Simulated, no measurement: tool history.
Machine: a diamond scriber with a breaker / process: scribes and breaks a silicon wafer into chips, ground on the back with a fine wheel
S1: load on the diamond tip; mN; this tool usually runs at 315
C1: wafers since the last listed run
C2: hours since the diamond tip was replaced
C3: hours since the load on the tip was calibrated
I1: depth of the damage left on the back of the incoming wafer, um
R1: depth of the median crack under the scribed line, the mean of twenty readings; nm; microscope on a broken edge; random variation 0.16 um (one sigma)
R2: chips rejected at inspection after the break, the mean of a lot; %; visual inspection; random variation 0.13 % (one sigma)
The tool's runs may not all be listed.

{"run": 1, "hour": 0.0, "S1": 255, "C1": 0, "C2": 481.4, "C3": 1446.4, "I1": 1.72, "R1": 8840, "R2": 12.36}
{"run": 2, "hour": 21.1, "S1": 255, "C1": 67, "C2": 502.5, "C3": 1467.5, "I1": 2.57, "R1": 8650, "R2": 14.22}
{"run": 3, "hour": 42.8, "S1": 315, "C1": 69, "C2": 524.2, "C3": 1489.2, "I1": 1.83, "R1": 9890, "R2": 4.44}
{"run": 4, "hour": 59.7, "S1": 315, "C1": 54, "C2": 541.1, "C3": 1506.1, "I1": 2.16, "R1": 9680, "R2": 5.25}
{"run": 5, "hour": 87.1, "S1": 315, "C1": 87, "C2": 568.5, "C3": 1533.5, "I1": 2.96, "R1": 9400, "R2": 7.14}
{"run": 6, "hour": 119.7, "S1": 315, "C1": 104, "C2": 601.1, "C3": 1566.1, "I1": 2.8, "R1": 9620, "R2": 8.12}
{"run": 7, "hour": 144.5, "S1": 245, "C1": 79, "C2": 625.9, "C3": 1590.9, "I1": 1.83, "R1": 7730, "R2": 21.59}
{"run": 8, "hour": 169.1, "S1": 245, "C1": 78, "C2": 650.5, "C3": 1615.5, "I1": 1.52, "R1": 7950, "R2": 20.09}
{"hour": 174.5, "done": "load on the tip recalibrated"}
{"run": 9, "hour": 190.1, "S1": 367, "C1": 60, "C2": 671.5, "C3": 15.6, "I1": 2.55, "R1": 9960, "R2": 4.8}
{"run": 10, "hour": 208.3, "S1": 246, "C1": 58, "C2": 689.7, "C3": 33.8, "I1": 2.19, "R1": 7600, "R2": 28.85}
{"hour": 229.2, "done": "diamond tip replaced by a new one, of another model than before"}
{"run": 11, "hour": 234.1, "S1": 392, "C1": 76, "C2": 4.9, "C3": 59.6, "I1": 1.66, "R1": 13050, "R2": 5.32}
{"run": 12, "hour": 262.7, "S1": 227, "C1": 91, "C2": 33.5, "C3": 88.2, "I1": 2.1, "R1": 8310, "R2": 19.19}
{"run": 13, "hour": 293.2, "S1": 255, "C1": 97, "C2": 64.0, "C3": 118.7, "I1": 2.74, "R1": 9130, "R2": 10.81}
{"run": 14, "hour": 311.4, "S1": 315, "C1": 58, "C2": 82.2, "C3": 136.9, "I1": 1.68, "R1": 10690, "R2": 1.7}
{"run": 15, "hour": 327.0, "S1": 284, "C1": 50, "C2": 97.8, "C3": 152.5, "I1": 2.83, "R1": 9950, "R2": 5.02}
{"run": 16, "hour": 349.4, "S1": 373, "C1": 71, "C2": 120.2, "C3": 174.9, "I1": 2.64, "R1": 12420, "R2": 3.91}
{"run": 17, "hour": 361.4, "S1": 281, "C1": 38, "C2": 132.2, "C3": 186.9, "I1": 2.49, "R1": 9900, "R2": 5.14}

Forecast each of these 4 alternatives for the next run:
{"run": "A", "hour": 361.9, "S1": 315, "C1": 1, "C2": 132.7, "C3": 187.4, "I1": 2.68, "R1": "?", "R2": "?"}
{"run": "B", "hour": 361.9, "S1": 231, "C1": 1, "C2": 132.7, "C3": 187.4, "I1": 2.68, "R1": "?", "R2": "?"}
{"run": "C", "hour": 361.9, "S1": 241, "C1": 1, "C2": 132.7, "C3": 187.4, "I1": 2.68, "R1": "?", "R2": "?"}
{"run": "D", "hour": 361.9, "S1": 357, "C1": 1, "C2": 132.7, "C3": 187.4, "I1": 2.68, "R1": "?", "R2": "?"}

run=A R1=11100 R2=2.16
run=B R1=8500 R2=17.31
run=C R1=8830 R2=13.92
run=D R1=12290 R2=2.73
Take away the tool's hidden state, keep each run's random variation, and the runs would have read:
run=A R1=11430 R2=1.93
run=B R1=8760 R2=14.66
run=C R1=9090 R2=11.53
run=D R1=12650 R2=3.59
